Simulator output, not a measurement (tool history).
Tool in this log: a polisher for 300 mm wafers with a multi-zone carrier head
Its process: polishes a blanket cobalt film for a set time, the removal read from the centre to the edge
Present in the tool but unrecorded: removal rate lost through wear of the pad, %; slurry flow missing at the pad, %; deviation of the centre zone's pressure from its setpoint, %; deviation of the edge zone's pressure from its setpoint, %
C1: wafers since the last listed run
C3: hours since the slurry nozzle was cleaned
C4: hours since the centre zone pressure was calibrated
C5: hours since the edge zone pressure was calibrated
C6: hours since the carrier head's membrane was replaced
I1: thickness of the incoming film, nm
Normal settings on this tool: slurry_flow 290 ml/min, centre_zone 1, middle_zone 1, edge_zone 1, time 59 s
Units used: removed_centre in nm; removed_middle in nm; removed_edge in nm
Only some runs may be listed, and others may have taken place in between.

run 1 day=0 | slurry_flow=290 centre_zone=0.94 middle_zone=1 edge_zone=1 time=59 | C1=0 wafers_polished_on_this_pad=1756 C3=122 C4=571.5 C5=764.8 C6=999.1 | I1=1046.5 | removed_centre=297.8 removed_middle=301.6 removed_edge=303.4
-- day=1.579 worn pad replaced by a new one
run 2 day=2.2 | slurry_flow=290 centre_zone=0.94 middle_zone=1 edge_zone=1 time=59 | C1=400 wafers_polished_on_this_pad=122 C3=174.8 C4=624.3 C5=817.6 C6=1051.9 | I1=1039.8 | removed_centre=296.2 removed_middle=305.4 removed_edge=300.9
run 3 day=4.2 | slurry_flow=290 centre_zone=0.94 middle_zone=1 edge_zone=1 time=59 | C1=393 wafers_polished_on_this_pad=515 C3=222.8 C4=672.3 C5=865.6 C6=1099.9 | I1=1064.7 | removed_centre=299.2 removed_middle=302.7 removed_edge=298.9
run 4 day=5.225 | slurry_flow=290 centre_zone=1 middle_zone=1 edge_zone=1 time=59 | C1=201 wafers_polished_on_this_pad=717 C3=247.4 C4=696.9 C5=890.2 C6=1124.5 | I1=1073.5 | removed_centre=317.6 removed_middle=308.9 removed_edge=302.5
run 5 day=6.296 | slurry_flow=290 centre_zone=1 middle_zone=1 edge_zone=1 time=59 | C1=210 wafers_polished_on_this_pad=928 C3=273.1 C4=722.6 C5=915.9 C6=1150.2 | I1=1057.7 | removed_centre=315.1 removed_middle=304.8 removed_edge=299.3
run 6 day=8.275 | slurry_flow=290 centre_zone=1 middle_zone=1 edge_zone=1 time=59 | C1=389 wafers_polished_on_this_pad=1318 C3=320.6 C4=770.1 C5=963.4 C6=1197.7 | I1=1060.8 | removed_centre=319.8 removed_middle=305.2 removed_edge=301.5
run 7 day=10.7 | slurry_flow=290 centre_zone=1 middle_zone=1 edge_zone=1 time=59 | C1=477 wafers_polished_on_this_pad=1795 C3=378.8 C4=828.3 C5=1021.6 C6=1255.9 | I1=1053.7 | removed_centre=321.4 removed_middle=301 removed_edge=302.8
-- day=11.038 worn pad replaced by a new one
run 8 day=12.554 | slurry_flow=290 centre_zone=1 middle_zone=1 edge_zone=1 time=59 | C1=332 wafers_polished_on_this_pad=298 C3=423.3 C4=872.8 C5=1066.1 C6=1300.4 | I1=1053.4 | removed_centre=326.7 removed_middle=306.7 removed_edge=304
run 9 day=20.912 | slurry_flow=290 centre_zone=1 middle_zone=1 edge_zone=1 time=59 | C1=1645 wafers_polished_on_this_pad=1944 C3=623.9 C4=1073.4 C5=1266.7 C6=1501 | I1=1052.3 | removed_centre=334 removed_middle=304.5 removed_edge=299.2
-- day=21.429 centre zone pressure recalibrated
run 10 day=22.2 | slurry_flow=290 centre_zone=1 middle_zone=1 edge_zone=1 time=43 | C1=237 wafers_polished_on_this_pad=2181 C3=654.8 C4=18.5 C5=1297.6 C6=1531.9 | I1=1052.9 | removed_centre=220.8 removed_middle=223.5 removed_edge=219.2
-- day=22.929 worn pad replaced by a new one
-- day=23.488 slurry nozzle cleaned
run 11 day=24.333 | slurry_flow=350 centre_zone=1 middle_zone=1 edge_zone=1 time=59 | C1=379 wafers_polished_on_this_pad=268 C3=20.3 C4=69.7 C5=1348.8 C6=1583.1 | I1=1061.7 | removed_centre=315 removed_middle=303.5 removed_edge=306.3
run 12 day=26.538 | slurry_flow=290 centre_zone=1 middle_zone=1 edge_zone=1 time=59 | C1=433 wafers_polished_on_this_pad=701 C3=73.2 C4=122.6 C5=1401.7 C6=1636 | I1=1071.6 | removed_centre=304.9 removed_middle=301.2 removed_edge=303
-- day=27.683 carrier head's membrane replaced by a new one
-- day=30.221 edge zone pressure recalibrated
run 13 day=31.625 | slurry_flow=290 centre_zone=1 middle_zone=1.09 edge_zone=1 time=59 | C1=944 wafers_polished_on_this_pad=1646 C3=195.3 C4=244.7 C5=33.7 C6=94.6 | I1=1043.4 | removed_centre=308 removed_middle=323.5 removed_edge=300.4
-- day=33.742 worn pad replaced by a new one
run 14 day=33.808 | slurry_flow=245 centre_zone=1 middle_zone=1 edge_zone=1 time=59 | C1=397 wafers_polished_on_this_pad=12 C3=247.7 C4=297.1 C5=86.1 C6=147 | I1=1045.6 | removed_centre=307.6 removed_middle=298.7 removed_edge=299.4
run 15 day=36.321 | slurry_flow=290 centre_zone=1 middle_zone=1 edge_zone=1 time=59 | C1=494 wafers_polished_on_this_pad=507 C3=308 C4=357.4 C5=146.4 C6=207.3 | I1=1066.5 | removed_centre=311.5 removed_middle=302.3 removed_edge=303.5
run 16 day=38.583 | slurry_flow=290 centre_zone=1 middle_zone=0.94 edge_zone=1.12 time=51 | C1=445 wafers_polished_on_this_pad=953 C3=362.3 C4=411.7 C5=200.7 C6=261.6 | I1=1056.7 | removed_centre=271 removed_middle=253.7 removed_edge=271.5
run 17 day=40.508 | slurry_flow=290 centre_zone=1 middle_zone=1 edge_zone=1 time=59 | C1=379 wafers_polished_on_this_pad=1332 C3=408.5 C4=457.9 C5=246.9 C6=307.8 | I1=1058.1 | removed_centre=313.7 removed_middle=306.9 removed_edge=300.2
run 18 day=42.308 | slurry_flow=325 centre_zone=1 middle_zone=0.94 edge_zone=1.04 time=41 | C1=354 wafers_polished_on_this_pad=1686 C3=451.7 C4=501.1 C5=290.1 C6=351 | I1=1042.6 | removed_centre=217.5 removed_middle=206.9 removed_edge=216.5
run 19 day=43.754 | slurry_flow=375 centre_zone=1 middle_zone=1.11 edge_zone=1 time=59 | C1=284 wafers_polished_on_this_pad=1971 C3=486.4 C4=535.8 C5=324.8 C6=385.7 | I1=1057.8 | removed_centre=331.1 removed_middle=344.6 removed_edge=305.9
-- day=44.946 worn pad replaced by a new one
-- day=46.75 slurry nozzle cleaned
run 20 day=48.854 | slurry_flow=290 centre_zone=1.1 middle_zone=1 edge_zone=1 time=59 | C1=963 wafers_polished_on_this_pad=761 C3=50.5 C4=658.2 C5=447.2 C6=508.1 | I1=1060.2 | removed_centre=344 removed_middle=298.7 removed_edge=300.1
run 21 day=50.079 | slurry_flow=290 centre_zone=1 middle_zone=1 edge_zone=1 time=59 | C1=241 wafers_polished_on_this_pad=1002 C3=79.9 C4=687.6 C5=476.6 C6=537.5 | I1=1054.8 | removed_centre=325.6 removed_middle=302.1 removed_edge=304.1
run 22 day=51.196 | slurry_flow=290 centre_zone=0.9 middle_zone=0.9 edge_zone=1 time=59 | C1=219 wafers_polished_on_this_pad=1222 C3=106.7 C4=714.4 C5=503.4 C6=564.3 | I1=1055.6 | removed_centre=292 removed_middle=283.9 removed_edge=302.3

State the hidden condition of the tool at each of the runs:
removal rate lost through wear of the pad, %: 0 at every run
slurry flow missing at the pad, %: 0 at every run
deviation of the edge zone's pressure from its setpoint, %: 0 at every run
H1: deviation of the centre zone's pressure from its setpoint, %
run=1 H1=1.89
run=2 H1=2.39
run=3 H1=2.88
run=4 H1=3.15
run=5 H1=3.44
run=6 H1=4
run=7 H1=4.73
run=8 H1=5.33
run=9 H1=8.41
run=10 H1=0.112
run=11 H1=0.148
run=12 H1=0.228
run=13 H1=0.582
run=14 H1=0.806
run=15 H1=1.12
run=16 H1=1.45
run=17 H1=1.76
run=18 H1=2.09
run=19 H1=2.38
run=20 H1=3.53
run=21 H1=3.84
run=22 H1=4.14

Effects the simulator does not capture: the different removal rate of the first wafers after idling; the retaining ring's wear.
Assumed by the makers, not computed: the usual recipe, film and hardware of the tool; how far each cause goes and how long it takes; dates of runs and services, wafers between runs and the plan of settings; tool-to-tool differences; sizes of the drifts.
